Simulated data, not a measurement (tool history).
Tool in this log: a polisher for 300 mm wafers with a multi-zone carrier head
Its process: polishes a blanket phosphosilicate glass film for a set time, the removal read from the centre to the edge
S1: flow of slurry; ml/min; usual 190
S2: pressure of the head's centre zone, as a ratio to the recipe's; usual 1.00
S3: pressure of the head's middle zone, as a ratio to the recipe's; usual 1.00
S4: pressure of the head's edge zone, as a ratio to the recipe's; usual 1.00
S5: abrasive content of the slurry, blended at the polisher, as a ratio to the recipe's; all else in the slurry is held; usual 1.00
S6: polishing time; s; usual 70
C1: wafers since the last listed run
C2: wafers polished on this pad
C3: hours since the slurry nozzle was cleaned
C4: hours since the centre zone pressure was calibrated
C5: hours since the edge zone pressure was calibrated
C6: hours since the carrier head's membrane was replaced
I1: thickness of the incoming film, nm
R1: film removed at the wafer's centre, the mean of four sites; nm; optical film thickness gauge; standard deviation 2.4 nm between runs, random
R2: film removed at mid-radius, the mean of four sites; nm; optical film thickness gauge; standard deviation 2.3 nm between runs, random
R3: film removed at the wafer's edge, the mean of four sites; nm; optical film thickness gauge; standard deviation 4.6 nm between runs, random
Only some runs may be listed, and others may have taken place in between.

run,hour,S1,S2,S3,S4,S5,S6,C1,C2,C3,C4,C5,C6,I1,R1,R2,R3
1,0.0,190,1.00,1.00,1.00,1.00,70,0,459,109.1,562.8,818.8,1304.2,4119.3,288.4,298.8,299.3
2,20.4,190,1.00,1.00,1.00,1.00,84,189,648,129.5,583.2,839.2,1324.6,4118.7,349.6,351.5,357.7
3,52.8,190,1.00,1.00,1.00,1.00,84,300,949,161.9,615.6,871.6,1357.0,4058.4,344.8,348.7,353.3
4,74.9,190,1.00,1.00,1.00,1.00,70,205,1154,184.0,637.7,893.7,1379.1,4017.5,283.7,286.0,284.6
# hour 92.6: carrier head's membrane replaced by a new one
5,100.5,190,0.94,1.00,0.92,1.00,79,191,1345,209.6,663.3,919.3,7.9,4037.0,297.7,328.1,316.9
# hour 109.8: edge zone pressure recalibrated
# hour 112.0: worn pad replaced by a new one
6,116.3,155,0.95,1.00,0.94,1.00,57,107,39,225.4,679.1,6.5,23.7,4066.2,221.0,239.4,234.7
7,128.7,190,1.00,1.00,1.00,1.00,70,115,154,237.8,691.5,18.9,36.1,4019.3,298.1,299.2,300.1
8,145.9,190,0.89,1.00,0.89,1.00,70,159,314,255.0,708.7,36.1,53.3,4069.9,260.1,301.0,285.5
9,179.2,190,1.11,1.00,0.95,1.00,70,309,623,288.3,742.0,69.4,86.6,4119.4,320.6,297.4,287.3
10,195.5,210,1.00,1.00,1.00,1.00,70,151,774,304.6,758.3,85.7,102.9,4004.1,297.0,296.9,297.2
# hour 212.1: slurry nozzle cleaned
# hour 221.9: centre zone pressure recalibrated
11,226.3,245,1.00,1.00,1.00,1.00,70,258,1033,14.2,4.4,116.5,133.7,4042.8,298.4,298.7,306.6
12,245.3,125,1.00,1.00,1.00,0.80,70,176,1209,33.2,23.4,135.5,152.7,4096.3,237.6,240.1,249.0
13,270.8,245,1.00,1.00,1.00,1.20,59,236,1446,58.7,48.9,161.0,178.2,3977.5,269.5,269.4,265.1
# hour 281.2: worn pad replaced by a new one
14,283.6,190,1.00,1.00,1.00,1.00,70,81,21,71.5,61.7,173.8,191.0,4007.9,303.4,307.4,321.4
15,305.1,220,1.00,0.89,1.00,0.90,90,199,221,93.0,83.2,195.3,212.5,4003.4,375.0,346.7,380.9
16,334.5,160,1.00,1.00,1.10,1.00,70,272,494,122.4,112.6,224.7,241.9,4049.5,278.5,284.1,314.0
17,366.3,190,0.89,1.00,0.89,1.00,70,295,789,154.2,144.4,256.5,273.7,4036.9,262.3,293.2,279.0
18,422.2,255,1.00,0.88,1.00,1.25,70,518,1308,210.1,200.3,312.4,329.6,4003.1,327.4,294.5,331.8
19,439.2,190,1.11,1.00,0.95,1.00,70,157,1466,227.1,217.3,329.4,346.6,4057.4,316.2,289.3,287.0
20,455.2,235,1.00,1.00,0.94,0.90,51,148,1614,243.1,233.3,345.4,362.6,4013.8,204.5,210.2,202.1
# hour 469.7: worn pad replaced by a new one
21,471.5,255,1.00,1.00,1.05,1.00,86,114,16,259.4,249.6,361.7,378.9,4048.1,389.0,389.5,399.4

Predict each of these 4 candidate next runs independently; none follows another, all start after run 21:
A,471.9,190,1.00,1.00,1.00,1.00,70,3,20,259.8,250.0,362.1,379.3,4020.3,?,?,?
B,471.9,190,1.00,0.90,1.00,1.00,79,3,20,259.8,250.0,362.1,379.3,4020.3,?,?,?
C,471.9,190,0.94,1.04,0.92,1.00,70,3,20,259.8,250.0,362.1,379.3,4020.3,?,?,?
D,471.9,190,1.04,1.09,1.00,1.00,70,3,20,259.8,250.0,362.1,379.3,4020.3,?,?,?

run,R1,R2,R3
A,300.5,309.2,320.5
B,338.9,321.4,362.2
C,282.4,319.2,308.0
D,312.8,331.2,320.2
Without the tool's hidden state the same runs would have given:
run,R1,R2,R3
A,303.4,312.2,323.6
B,342.1,324.4,365.6
C,285.1,322.2,310.9
D,315.8,334.3,323.2
